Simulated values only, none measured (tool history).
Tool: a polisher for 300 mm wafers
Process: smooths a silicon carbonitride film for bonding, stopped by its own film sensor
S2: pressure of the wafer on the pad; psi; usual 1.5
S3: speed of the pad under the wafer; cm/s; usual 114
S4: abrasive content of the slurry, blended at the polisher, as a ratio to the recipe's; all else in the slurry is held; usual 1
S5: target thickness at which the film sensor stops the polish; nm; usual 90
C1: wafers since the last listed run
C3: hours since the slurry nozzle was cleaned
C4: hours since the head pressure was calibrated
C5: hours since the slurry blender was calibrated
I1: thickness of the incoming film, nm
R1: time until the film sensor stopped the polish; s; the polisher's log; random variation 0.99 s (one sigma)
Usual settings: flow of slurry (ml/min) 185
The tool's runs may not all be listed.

Run 1, hour 0: usual settings but S4 1.1; C1 0; wafers polished on this pad 877; C3 68.9; C4 13.1; C5 166.7; I1 108.7. Result: R1 100.6 s.
At hour 16.5: slurry blender recalibrated.
At hour 19.9: worn pad replaced by a new one.
Run 2, hour 31.4: usual settings but S4 1.1; C1 191; wafers polished on this pad 84; C3 100.3; C4 44.5; C5 14.9; I1 109.7. Result: R1 98.3 s.
Run 3, hour 63.1: usual settings but S4 1.1; C1 234; wafers polished on this pad 318; C3 132; C4 76.2; C5 46.6; I1 110.1. Result: R1 103.6 s.
Run 4, hour 97.9: usual settings; C1 256; wafers polished on this pad 575; C3 166.8; C4 111; C5 81.4; I1 109.6. Result: R1 103 s.
Run 5, hour 112.5: usual settings; C1 107; wafers polished on this pad 683; C3 181.4; C4 125.6; C5 96; I1 109.7. Result: R1 106.9 s.
At hour 151.7: worn pad replaced by a new one.
Run 6, hour 195.8: usual settings; C1 585; wafers polished on this pad 325; C3 264.7; C4 208.9; C5 179.3; I1 110.3. Result: R1 107.3 s.
At hour 199.3: slurry blender recalibrated.
Run 7, hour 215.2: usual settings; C1 128; wafers polished on this pad 454; C3 284.1; C4 228.3; C5 15.9; I1 110.4. Result: R1 107.8 s.
Run 8, hour 238: usual settings; C1 168; wafers polished on this pad 622; C3 306.9; C4 251.1; C5 38.7; I1 109.4. Result: R1 105.1 s.
Run 9, hour 260.6: usual settings; C1 166; wafers polished on this pad 789; C3 329.5; C4 273.7; C5 61.3; I1 111.4. Result: R1 115 s.
Run 10, hour 291: usual settings; C1 224; wafers polished on this pad 1013; C3 359.9; C4 304.1; C5 91.7; I1 110.7. Result: R1 113.6 s.
At hour 307.9: worn pad replaced by a new one.
At hour 323.8: slurry nozzle cleaned.
Run 11, hour 324.8: usual settings; C1 212; wafers polished on this pad 117; C3 1; C4 337.9; C5 125.5; I1 108.3. Result: R1 94.6 s.
Run 12, hour 360.6: usual settings but flow of slurry (ml/min) 225, S2 1.8 psi, S4 0.85; C1 264; wafers polished on this pad 381; C3 36.8; C4 373.7; C5 161.3; I1 111.9. Result: R1 101.8 s.
At hour 377.1: slurry blender recalibrated.
Run 13, hour 377.6: usual settings but flow of slurry (ml/min) 210, S4 1.15; C1 110; wafers polished on this pad 492; C3 53.8; C4 390.7; C5 0.5; I1 109.6. Result: R1 98.8 s.
Run 14, hour 448.3: usual settings but flow of slurry (ml/min) 125; C1 521; wafers polished on this pad 1014; C3 124.5; C4 461.4; C5 71.2; I1 109.8. Result: R1 117.2 s.
At hour 455.7: worn pad replaced by a new one.
Run 15, hour 482.7: usual settings; C1 224; wafers polished on this pad 198; C3 158.9; C4 495.8; C5 105.6; I1 109.1. Result: R1 103.2 s.
Run 16, hour 514.6: usual settings but S2 1.8 psi, S5 84 nm; C1 235; wafers polished on this pad 434; C3 190.8; C4 527.7; C5 137.5; I1 111.5. Result: R1 123.8 s.
At hour 539.5: head pressure recalibrated.
Run 17, hour 546.8: usual settings; C1 222; wafers polished on this pad 657; C3 223; C4 7.3; C5 169.7; I1 111.6. Result: R1 116.7 s.
At hour 553.1: slurry blender recalibrated.
Run 18, hour 564.1: usual settings but flow of slurry (ml/min) 225, S2 1.8 psi, S4 0.85; C1 112; wafers polished on this pad 770; C3 240.3; C4 24.6; C5 11; I1 109.1. Result: R1 92.7 s.
Run 19, hour 599.4: usual settings but flow of slurry (ml/min) 220; C1 260; wafers polished on this pad 1031; C3 275.6; C4 59.9; C5 46.3; I1 111.6. Result: R1 119.1 s.
Run 20, hour 615.8: usual settings but S3 84 cm/s; C1 121; wafers polished on this pad 1152; C3 292; C4 76.3; C5 62.7; I1 108.9. Result: R1 133.4 s.
At hour 620.6: worn pad replaced by a new one.
Run 21, hour 641.9: usual settings but flow of slurry (ml/min) 230, S5 96 nm; C1 163; wafers polished on this pad 157; C3 318.1; C4 102.4; C5 88.8; I1 109. Result: R1 64.9 s.
At hour 664.2: slurry nozzle cleaned.
Run 22, hour 675.8: usual settings but S2 1.8 psi, S4 0.8; C1 242; wafers polished on this pad 399; C3 11.6; C4 136.3; C5 122.7; I1 109.7. Result: R1 95.8 s.
Run 23, hour 689.4: usual settings but S2 2 psi, S3 136 cm/s, S4 0.75; C1 100; wafers polished on this pad 500; C3 25.2; C4 149.9; C5 136.3; I1 109.3. Result: R1 75.4 s.

The tool's hidden state at each run:
slurry flow missing at the pad, %: 0 in every run
deviation of the head's pressure from its setpoint, %: 0 in every run
abrasive missing from the slurry, %: 0 in every run
H1: removal rate lost through wear of the pad, %
run     H1
  1   6.41
  2  0.716
  3    2.1
  4   3.62
  5   4.25
  6      2
  7   2.85
  8   3.84
  9   4.83
 10   6.16
 11  0.831
 12   2.39
 13   3.13
 14   6.22
 15   2.15
 16   3.54
 17   4.95
 18    5.7
 19   7.24
 20   7.96
 21   0.93
 22   2.41
 23      3
